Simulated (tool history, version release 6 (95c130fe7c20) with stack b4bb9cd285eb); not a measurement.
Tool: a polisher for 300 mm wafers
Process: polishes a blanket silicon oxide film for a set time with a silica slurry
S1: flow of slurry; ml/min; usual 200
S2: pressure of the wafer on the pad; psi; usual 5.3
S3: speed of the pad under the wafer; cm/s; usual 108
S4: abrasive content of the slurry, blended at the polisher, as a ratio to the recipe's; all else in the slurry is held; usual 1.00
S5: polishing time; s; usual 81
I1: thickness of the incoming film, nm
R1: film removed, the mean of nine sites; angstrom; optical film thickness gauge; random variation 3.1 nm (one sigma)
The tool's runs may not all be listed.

run    hour   S1   S2   S3    S4  S5      I1    R1
  1     0.0  200  5.3  108  1.00  81  1358.1  3295
       39.4  -- worn pad replaced by a new one
  2    56.7  200  5.3  108  1.00  81  1331.5  3323
  3   114.6  200  5.3  108  1.00  81  1323.3  3279
  4   185.7  200  5.3  122  1.00  81  1320.5  3567
  5   249.0  200  4.7  108  1.00  81  1343.3  2867
      291.4  -- conditioning disc replaced and pad reconditioned
      299.0  -- slurry blender recalibrated
  6   310.7  200  4.6  108  1.00  81  1318.5  2822
  7   368.0  200  4.6  108  1.00  81  1329.4  2797
      396.1  -- worn pad replaced by a new one
  8   577.1  200  5.3   72  1.00  91  1331.4  2804
      586.7  -- slurry nozzle cleaned
  9   620.6  200  5.3  108  1.00  81  1322.7  3351
 10   686.5  200  5.8  108  1.00  81  1328.0  3644
      696.7  -- conditioning disc replaced and pad reconditioned
      790.5  -- head pressure recalibrated
      819.7  -- slurry blender recalibrated
      849.8  -- worn pad replaced by a new one
 11   853.7  200  6.7  108  0.90  81  1348.3  3997
 12   903.8  260  5.3  130  1.00  81  1327.4  3789
 13   948.6  180  6.7  108  1.25  58  1304.2  3279
 14   975.6  200  5.3  108  1.00  54  1344.8  2179
 15  1030.7  200  5.3   96  1.15  55  1332.7  2209
 16  1090.6  200  5.3  126  0.75  96  1327.3  3649
 17  1161.5  200  5.3  108  1.00  81  1350.3  3230
     1168.8  -- conditioning disc replaced and pad reconditioned
     1208.3  -- worn pad replaced by a new one
 18  1230.9  235  4.1  108  1.00  81  1320.1  2522
     1260.3  -- slurry blender recalibrated
 19  1297.8  265  5.3  108  0.75  81  1304.1  2869
     1335.7  -- slurry nozzle cleaned
 20  1348.8  245  4.2   76  1.00  81  1316.3  2211
 21  1397.1  180  6.8  108  1.00  81  1335.2  4253
 22  1452.4  230  5.3  108  1.00  81  1332.8  3390
 23  1509.2  160  6.6   76  1.15  81  1356.8  3580
 24  1538.6  200  5.3  108  1.00  81  1334.2  3323

Forecast each of these 5 alternatives for the next run:
  A  1539.0  200  5.3  108  1.20  81  1329.3   ?
  B  1539.0  200  5.3   96  1.00  81  1329.3   ?
  C  1539.0  225  4.8  108  1.00  60  1329.3   ?
  D  1539.0  135  5.3  134  0.75  68  1329.3   ?
  E  1539.0  200  3.8  108  0.85  81  1329.3   ?

run    R1
  A  3554
  B  3059
  C  2223
  D  2603
  E  2168
Without the tool's hidden state the same runs would have given:
run    R1
  A  3594
  B  3094
  C  2246
  D  2640
  E  2193
